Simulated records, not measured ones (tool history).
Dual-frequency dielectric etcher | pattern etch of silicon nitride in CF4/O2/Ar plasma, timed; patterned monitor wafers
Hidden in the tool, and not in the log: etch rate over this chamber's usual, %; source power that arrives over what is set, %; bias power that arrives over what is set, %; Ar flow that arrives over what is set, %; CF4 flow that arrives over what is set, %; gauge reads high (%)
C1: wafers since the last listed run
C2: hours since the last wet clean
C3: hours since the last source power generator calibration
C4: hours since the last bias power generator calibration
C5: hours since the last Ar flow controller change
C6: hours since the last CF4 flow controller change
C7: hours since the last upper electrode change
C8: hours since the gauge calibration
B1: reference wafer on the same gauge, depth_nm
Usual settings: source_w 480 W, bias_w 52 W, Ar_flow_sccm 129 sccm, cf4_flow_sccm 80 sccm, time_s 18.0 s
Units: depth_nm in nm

run 1 hour=0.0 | source_w=540 bias_w=52 Ar_flow_sccm=129 cf4_flow_sccm=80 time_s=18.0 | C1=0 C2=164.8 C3=2950.6 C4=2320.5 C5=2255.8 C6=4138.9 C7=4104.2 C8=1011.4 | B1=32.81 | depth_nm=32.88
run 2 hour=63.1 | source_w=540 bias_w=52 Ar_flow_sccm=129 cf4_flow_sccm=80 time_s=18.0 | C1=1282 C2=227.9 C3=3013.7 C4=2383.6 C5=2318.9 C6=4202.0 C7=4167.3 C8=1074.5 | B1=32.83 | depth_nm=33.49
-- hour=71.2 Ar flow controller replaced
run 3 hour=92.8 | source_w=480 bias_w=47 Ar_flow_sccm=129 cf4_flow_sccm=80 time_s=18.0 | C1=481 C2=257.6 C3=3043.4 C4=2413.3 C5=21.6 C6=4231.7 C7=4197.0 C8=1104.2 | B1=32.80 | depth_nm=27.36
-- hour=124.0 gauge calibrated
-- hour=134.8 upper electrode replaced
run 4 hour=143.7 | source_w=480 bias_w=47 Ar_flow_sccm=129 cf4_flow_sccm=80 time_s=18.0 | C1=546 C2=308.5 C3=3094.3 C4=2464.2 C5=72.5 C6=4282.6 C7=8.9 C8=19.7 | B1=32.85 | depth_nm=27.54
run 5 hour=212.2 | source_w=480 bias_w=47 Ar_flow_sccm=129 cf4_flow_sccm=80 time_s=18.0 | C1=1392 C2=377.0 C3=3162.8 C4=2532.7 C5=141.0 C6=4351.1 C7=77.4 C8=88.2 | B1=32.82 | depth_nm=27.02
run 6 hour=273.1 | source_w=480 bias_w=52 Ar_flow_sccm=129 cf4_flow_sccm=80 time_s=18.0 | C1=1237 C2=437.9 C3=3223.7 C4=2593.6 C5=201.9 C6=4412.0 C7=138.3 C8=149.1 | B1=32.66 | depth_nm=28.38
run 7 hour=298.9 | source_w=480 bias_w=55 Ar_flow_sccm=101 cf4_flow_sccm=98 time_s=18.0 | C1=524 C2=463.7 C3=3249.5 C4=2619.4 C5=227.7 C6=4437.8 C7=164.1 C8=174.9 | B1=32.76 | depth_nm=31.69
-- hour=326.9 wet clean of the chamber
run 8 hour=327.4 | source_w=480 bias_w=42 Ar_flow_sccm=98 cf4_flow_sccm=90 time_s=13.5 | C1=91 C2=0.5 C3=3278.0 C4=2647.9 C5=256.2 C6=4466.3 C7=192.6 C8=203.4 | B1=32.79 | depth_nm=20.75
run 9 hour=382.9 | source_w=480 bias_w=52 Ar_flow_sccm=129 cf4_flow_sccm=73 time_s=18.0 | C1=1128 C2=56.0 C3=3333.5 C4=2703.4 C5=311.7 C6=4521.8 C7=248.1 C8=258.9 | B1=32.77 | depth_nm=29.47
-- hour=423.0 CF4 flow controller replaced
run 10 hour=434.5 | source_w=380 bias_w=52 Ar_flow_sccm=129 cf4_flow_sccm=67 time_s=18.0 | C1=926 C2=107.6 C3=3385.1 C4=2755.0 C5=363.3 C6=11.5 C7=299.7 C8=310.5 | B1=32.76 | depth_nm=22.61
run 11 hour=496.1 | source_w=480 bias_w=63 Ar_flow_sccm=129 cf4_flow_sccm=100 time_s=18.0 | C1=1251 C2=169.2 C3=3446.7 C4=2816.6 C5=424.9 C6=73.1 C7=361.3 C8=372.1 | B1=32.77 | depth_nm=34.35
run 12 hour=558.2 | source_w=480 bias_w=52 Ar_flow_sccm=129 cf4_flow_sccm=80 time_s=16.5 | C1=1262 C2=231.3 C3=3508.8 C4=2878.7 C5=487.0 C6=135.2 C7=423.4 C8=434.2 | B1=32.88 | depth_nm=27.23
run 13 hour=621.6 | source_w=560 bias_w=52 Ar_flow_sccm=129 cf4_flow_sccm=87 time_s=18.0 | C1=1288 C2=294.7 C3=3572.2 C4=2942.1 C5=550.4 C6=198.6 C7=486.8 C8=497.6 | B1=32.77 | depth_nm=34.70
-- hour=634.4 bias power generator calibrated
run 14 hour=689.3 | source_w=480 bias_w=52 Ar_flow_sccm=151 cf4_flow_sccm=80 time_s=15.0 | C1=1294 C2=362.4 C3=3639.9 C4=54.9 C5=618.1 C6=266.3 C7=554.5 C8=565.3 | B1=32.79 | depth_nm=23.59
run 15 hour=756.8 | source_w=480 bias_w=52 Ar_flow_sccm=129 cf4_flow_sccm=80 time_s=18.0 | C1=1371 C2=429.9 C3=3707.4 C4=122.4 C5=685.6 C6=333.8 C7=622.0 C8=632.8 | B1=32.80 | depth_nm=28.62
-- hour=793.0 source power generator calibrated
-- hour=808.4 wet clean of the chamber
run 16 hour=828.2 | source_w=480 bias_w=52 Ar_flow_sccm=112 cf4_flow_sccm=80 time_s=18.0 | C1=1055 C2=19.8 C3=35.2 C4=193.8 C5=757.0 C6=405.2 C7=693.4 C8=704.2 | B1=32.77 | depth_nm=30.62
run 17 hour=894.1 | source_w=480 bias_w=52 Ar_flow_sccm=129 cf4_flow_sccm=92 time_s=18.0 | C1=1339 C2=85.7 C3=101.1 C4=259.7 C5=822.9 C6=471.1 C7=759.3 C8=770.1 | B1=32.86 | depth_nm=30.78
run 18 hour=950.2 | source_w=480 bias_w=52 Ar_flow_sccm=108 cf4_flow_sccm=80 time_s=18.0 | C1=1140 C2=141.8 C3=157.2 C4=315.8 C5=879.0 C6=527.2 C7=815.4 C8=826.2 | B1=32.84 | depth_nm=30.62
run 19 hour=1011.7 | source_w=480 bias_w=48 Ar_flow_sccm=129 cf4_flow_sccm=80 time_s=18.0 | C1=1249 C2=203.3 C3=218.7 C4=377.3 C5=940.5 C6=588.7 C7=876.9 C8=887.7 | B1=32.67 | depth_nm=28.45
run 20 hour=1070.9 | source_w=480 bias_w=52 Ar_flow_sccm=151 cf4_flow_sccm=80 time_s=15.0 | C1=1203 C2=262.5 C3=277.9 C4=436.5 C5=999.7 C6=647.9 C7=936.1 C8=946.9 | B1=32.75 | depth_nm=23.92
run 21 hour=1132.3 | source_w=580 bias_w=58 Ar_flow_sccm=140 cf4_flow_sccm=80 time_s=15.0 | C1=1247 C2=323.9 C3=339.3 C4=497.9 C5=1061.1 C6=709.3 C7=997.5 C8=1008.3 | B1=32.83 | depth_nm=31.21
run 22 hour=1202.0 | source_w=480 bias_w=45 Ar_flow_sccm=160 cf4_flow_sccm=97 time_s=18.0 | C1=1416 C2=393.6 C3=409.0 C4=567.6 C5=1130.8 C6=779.0 C7=1067.2 C8=1078.0 | B1=32.79 | depth_nm=26.33

3 ways to go on from here, each from the tool as it stands after run 22. What would each give?
run A hour=1202.4 | source_w=480 bias_w=52 Ar_flow_sccm=129 cf4_flow_sccm=80 time_s=18.0 | C1=8 C2=394.0 C3=409.4 C4=568.0 C5=1131.2 C6=779.4 C7=1067.6 C8=1078.4 | B1=? | depth_nm=?
run B hour=1202.4 | source_w=480 bias_w=52 Ar_flow_sccm=160 cf4_flow_sccm=80 time_s=18.0 | C1=8 C2=394.0 C3=409.4 C4=568.0 C5=1131.2 C6=779.4 C7=1067.6 C8=1078.4 | B1=? | depth_nm=?
run C hour=1202.4 | source_w=550 bias_w=56 Ar_flow_sccm=107 cf4_flow_sccm=66 time_s=18.0 | C1=8 C2=394.0 C3=409.4 C4=568.0 C5=1131.2 C6=779.4 C7=1067.6 C8=1078.4 | B1=? | depth_nm=?

run=A B1=32.81 depth_nm=29.08
run=B B1=32.81 depth_nm=28.15
run=C B1=32.81 depth_nm=34.65
Without the tool's hidden state the same runs would have given:
run=A depth_nm=29.87
run=B depth_nm=28.91
run=C depth_nm=35.59

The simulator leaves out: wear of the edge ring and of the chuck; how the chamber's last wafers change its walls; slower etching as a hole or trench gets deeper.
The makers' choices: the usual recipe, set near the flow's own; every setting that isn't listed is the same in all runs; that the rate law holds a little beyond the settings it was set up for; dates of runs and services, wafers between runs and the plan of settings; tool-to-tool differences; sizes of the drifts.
